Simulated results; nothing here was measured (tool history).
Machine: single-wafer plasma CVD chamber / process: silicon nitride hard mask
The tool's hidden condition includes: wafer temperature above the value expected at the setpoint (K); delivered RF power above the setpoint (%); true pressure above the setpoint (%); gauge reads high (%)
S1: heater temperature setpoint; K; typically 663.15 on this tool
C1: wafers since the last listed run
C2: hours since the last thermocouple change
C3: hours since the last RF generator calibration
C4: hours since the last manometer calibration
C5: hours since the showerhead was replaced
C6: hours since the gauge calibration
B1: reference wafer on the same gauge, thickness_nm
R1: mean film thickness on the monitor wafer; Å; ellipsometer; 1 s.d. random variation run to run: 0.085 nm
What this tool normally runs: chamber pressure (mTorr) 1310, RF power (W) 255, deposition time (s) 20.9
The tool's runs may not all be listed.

{"run": 1, "hour": 0.0, "S1": 657.15, "chamber pressure (mTorr)": 1310, "RF power (W)": 255, "deposition time (s)": 20.9, "C1": 0, "C2": 1898.7, "C3": 2361.5, "C4": 663.6, "C5": 5843.0, "C6": 1295.8, "B1": 21.206, "R1": 205.35}
{"run": 2, "hour": 39.2, "S1": 663.15, "chamber pressure (mTorr)": 1310, "RF power (W)": 255, "deposition time (s)": 18.1, "C1": 1462, "C2": 1937.9, "C3": 2400.7, "C4": 702.8, "C5": 5882.2, "C6": 1335.0, "B1": 21.201, "R1": 177.56}
{"run": 3, "hour": 66.3, "S1": 663.15, "chamber pressure (mTorr)": 1310, "RF power (W)": 255, "deposition time (s)": 18.1, "C1": 1011, "C2": 1965.0, "C3": 2427.8, "C4": 729.9, "C5": 5909.3, "C6": 1362.1, "B1": 21.208, "R1": 178.05}
{"run": 4, "hour": 96.7, "S1": 663.15, "chamber pressure (mTorr)": 1310, "RF power (W)": 255, "deposition time (s)": 18.1, "C1": 1134, "C2": 1995.4, "C3": 2458.2, "C4": 760.3, "C5": 5939.7, "C6": 1392.5, "B1": 21.203, "R1": 179.18}
{"hour": 144.6, "done": "RF generator calibrated"}
{"run": 5, "hour": 148.3, "S1": 663.15, "chamber pressure (mTorr)": 1310, "RF power (W)": 255, "deposition time (s)": 20.9, "C1": 1626, "C2": 2047.0, "C3": 3.7, "C4": 811.9, "C5": 5991.3, "C6": 1444.1, "B1": 21.202, "R1": 213.05}
{"run": 6, "hour": 209.9, "S1": 667.15, "chamber pressure (mTorr)": 1310, "RF power (W)": 255, "deposition time (s)": 18.7, "C1": 2298, "C2": 2108.6, "C3": 65.3, "C4": 873.5, "C5": 6052.9, "C6": 1505.7, "B1": 21.19, "R1": 190.6}
{"run": 7, "hour": 258.2, "S1": 668.15, "chamber pressure (mTorr)": 1490, "RF power (W)": 295, "deposition time (s)": 24.1, "C1": 1801, "C2": 2156.9, "C3": 113.6, "C4": 921.8, "C5": 6101.2, "C6": 1554.0, "B1": 21.203, "R1": 280.98}
{"hour": 338.3, "done": "capacitance manometer re-zeroed and calibrated"}
{"run": 8, "hour": 338.8, "S1": 663.15, "chamber pressure (mTorr)": 1310, "RF power (W)": 255, "deposition time (s)": 20.9, "C1": 2708, "C2": 2237.5, "C3": 194.2, "C4": 0.5, "C5": 6181.8, "C6": 1634.6, "B1": 21.21, "R1": 209.39}
{"run": 9, "hour": 394.6, "S1": 663.15, "chamber pressure (mTorr)": 1310, "RF power (W)": 255, "deposition time (s)": 20.9, "C1": 2081, "C2": 2293.3, "C3": 250.0, "C4": 56.3, "C5": 6237.6, "C6": 1690.4, "B1": 21.206, "R1": 209.8}
{"run": 10, "hour": 449.6, "S1": 663.15, "chamber pressure (mTorr)": 1310, "RF power (W)": 255, "deposition time (s)": 20.9, "C1": 2051, "C2": 2348.3, "C3": 305.0, "C4": 111.3, "C5": 6292.6, "C6": 1745.4, "B1": 21.217, "R1": 210.12}
{"run": 11, "hour": 492.1, "S1": 663.15, "chamber pressure (mTorr)": 1420, "RF power (W)": 285, "deposition time (s)": 20.9, "C1": 1585, "C2": 2390.8, "C3": 347.5, "C4": 153.8, "C5": 6335.1, "C6": 1787.9, "B1": 21.208, "R1": 231.05}
{"run": 12, "hour": 548.4, "S1": 667.15, "chamber pressure (mTorr)": 1310, "RF power (W)": 255, "deposition time (s)": 18.7, "C1": 2100, "C2": 2447.1, "C3": 403.8, "C4": 210.1, "C5": 6391.4, "C6": 1844.2, "B1": 21.216, "R1": 186.09}
{"run": 13, "hour": 632.1, "S1": 669.15, "chamber pressure (mTorr)": 1310, "RF power (W)": 255, "deposition time (s)": 19.5, "C1": 3122, "C2": 2530.8, "C3": 487.5, "C4": 293.8, "C5": 6475.1, "C6": 1927.9, "B1": 21.198, "R1": 195.12}
{"run": 14, "hour": 770.2, "S1": 663.15, "chamber pressure (mTorr)": 1140, "RF power (W)": 240, "deposition time (s)": 24.6, "C1": 5152, "C2": 2668.9, "C3": 625.6, "C4": 431.9, "C5": 6613.2, "C6": 2066.0, "B1": 21.187, "R1": 227.24}
{"run": 15, "hour": 809.4, "S1": 663.15, "chamber pressure (mTorr)": 1310, "RF power (W)": 230, "deposition time (s)": 17.2, "C1": 1462, "C2": 2708.1, "C3": 664.8, "C4": 471.1, "C5": 6652.4, "C6": 2105.2, "B1": 21.213, "R1": 159.75}
{"hour": 848.6, "done": "showerhead replaced"}
{"hour": 948.8, "done": "thermocouple changed; heater temperature recalibrated"}
{"run": 16, "hour": 981.6, "S1": 663.15, "chamber pressure (mTorr)": 1310, "RF power (W)": 255, "deposition time (s)": 20.9, "C1": 5827, "C2": 32.8, "C3": 837.0, "C4": 643.3, "C5": 133.0, "C6": 2277.4, "B1": 21.195, "R1": 209.47}
{"hour": 1032.1, "done": "gauge calibrated"}
{"run": 17, "hour": 1050.9, "S1": 678.15, "chamber pressure (mTorr)": 1420, "RF power (W)": 255, "deposition time (s)": 24.5, "C1": 2585, "C2": 102.1, "C3": 906.3, "C4": 712.6, "C5": 202.3, "C6": 18.8, "B1": 21.21, "R1": 247.65}
{"run": 18, "hour": 1085.7, "S1": 663.15, "chamber pressure (mTorr)": 1610, "RF power (W)": 255, "deposition time (s)": 24.8, "C1": 1298, "C2": 136.9, "C3": 941.1, "C4": 747.4, "C5": 237.1, "C6": 53.6, "B1": 21.203, "R1": 261.04}
{"run": 19, "hour": 1113.0, "S1": 663.15, "chamber pressure (mTorr)": 1470, "RF power (W)": 255, "deposition time (s)": 18.8, "C1": 1018, "C2": 164.2, "C3": 968.4, "C4": 774.7, "C5": 264.4, "C6": 80.9, "B1": 21.189, "R1": 194.41}
{"run": 20, "hour": 1157.1, "S1": 651.15, "chamber pressure (mTorr)": 1310, "RF power (W)": 255, "deposition time (s)": 20.9, "C1": 1645, "C2": 208.3, "C3": 1012.5, "C4": 818.8, "C5": 308.5, "C6": 125.0, "B1": 21.197, "R1": 210.46}
{"run": 21, "hour": 1331.6, "S1": 667.15, "chamber pressure (mTorr)": 1310, "RF power (W)": 235, "deposition time (s)": 20.9, "C1": 6510, "C2": 382.8, "C3": 1187.0, "C4": 993.3, "C5": 483.0, "C6": 299.5, "B1": 21.201, "R1": 198.02}
{"run": 22, "hour": 1361.5, "S1": 663.15, "chamber pressure (mTorr)": 1310, "RF power (W)": 255, "deposition time (s)": 20.9, "C1": 1115, "C2": 412.7, "C3": 1216.9, "C4": 1023.2, "C5": 512.9, "C6": 329.4, "B1": 21.208, "R1": 210.29}
{"run": 23, "hour": 1426.0, "S1": 663.15, "chamber pressure (mTorr)": 1010, "RF power (W)": 220, "deposition time (s)": 20.9, "C1": 2406, "C2": 477.2, "C3": 1281.4, "C4": 1087.7, "C5": 577.4, "C6": 393.9, "B1": 21.199, "R1": 177.18}
{"run": 24, "hour": 1491.8, "S1": 663.15, "chamber pressure (mTorr)": 1310, "RF power (W)": 255, "deposition time (s)": 20.9, "C1": 2454, "C2": 543.0, "C3": 1347.2, "C4": 1153.5, "C5": 643.2, "C6": 459.7, "B1": 21.194, "R1": 211.43}
{"run": 25, "hour": 1553.8, "S1": 663.15, "chamber pressure (mTorr)": 1420, "RF power (W)": 235, "deposition time (s)": 20.9, "C1": 2313, "C2": 605.0, "C3": 1409.2, "C4": 1215.5, "C5": 705.2, "C6": 521.7, "B1": 21.209, "R1": 204.02}
{"hour": 1584.1, "done": "capacitance manometer re-zeroed and calibrated"}
{"run": 26, "hour": 1584.9, "S1": 663.15, "chamber pressure (mTorr)": 1390, "RF power (W)": 255, "deposition time (s)": 20.9, "C1": 861, "C2": 636.1, "C3": 1440.3, "C4": 0.8, "C5": 736.3, "C6": 552.8, "B1": 21.186, "R1": 209.66}
{"run": 27, "hour": 1616.7, "S1": 678.15, "chamber pressure (mTorr)": 1420, "RF power (W)": 255, "deposition time (s)": 24.5, "C1": 1186, "C2": 667.9, "C3": 1472.1, "C4": 32.6, "C5": 768.1, "C6": 584.6, "B1": 21.202, "R1": 243.57}
{"run": 28, "hour": 1655.5, "S1": 676.15, "chamber pressure (mTorr)": 1060, "RF power (W)": 255, "deposition time (s)": 23.4, "C1": 1447, "C2": 706.7, "C3": 1510.9, "C4": 71.4, "C5": 806.9, "C6": 623.4, "B1": 21.217, "R1": 216.0}
{"run": 29, "hour": 1755.0, "S1": 663.15, "chamber pressure (mTorr)": 1310, "RF power (W)": 255, "deposition time (s)": 20.9, "C1": 3712, "C2": 806.2, "C3": 1610.4, "C4": 170.9, "C5": 906.4, "C6": 722.9, "B1": 21.197, "R1": 206.29}

Each row is a separate what-if for the run after 29, all from the same tool condition, not one after another. Results?
{"run": "A", "hour": 1755.4, "S1": 663.15, "chamber pressure (mTorr)": 1540, "RF power (W)": 255, "deposition time (s)": 20.9, "C1": 14, "C2": 806.6, "C3": 1610.8, "C4": 171.3, "C5": 906.8, "C6": 723.3, "B1": "?", "R1": "?"}
{"run": "B", "hour": 1755.4, "S1": 663.15, "chamber pressure (mTorr)": 1190, "RF power (W)": 255, "deposition time (s)": 20.9, "C1": 14, "C2": 806.6, "C3": 1610.8, "C4": 171.3, "C5": 906.8, "C6": 723.3, "B1": "?", "R1": "?"}
{"run": "C", "hour": 1755.4, "S1": 677.15, "chamber pressure (mTorr)": 1310, "RF power (W)": 290, "deposition time (s)": 20.9, "C1": 14, "C2": 806.6, "C3": 1610.8, "C4": 171.3, "C5": 906.8, "C6": 723.3, "B1": "?", "R1": "?"}

run=A B1=21.213 R1=213.89
run=B B1=21.213 R1=200.02
run=C B1=21.213 R1=222.44
With the hidden condition removed and each run's random variation left untouched, the same runs would have given:
run=A R1=219.82
run=B R1=205.58
run=C R1=228.40
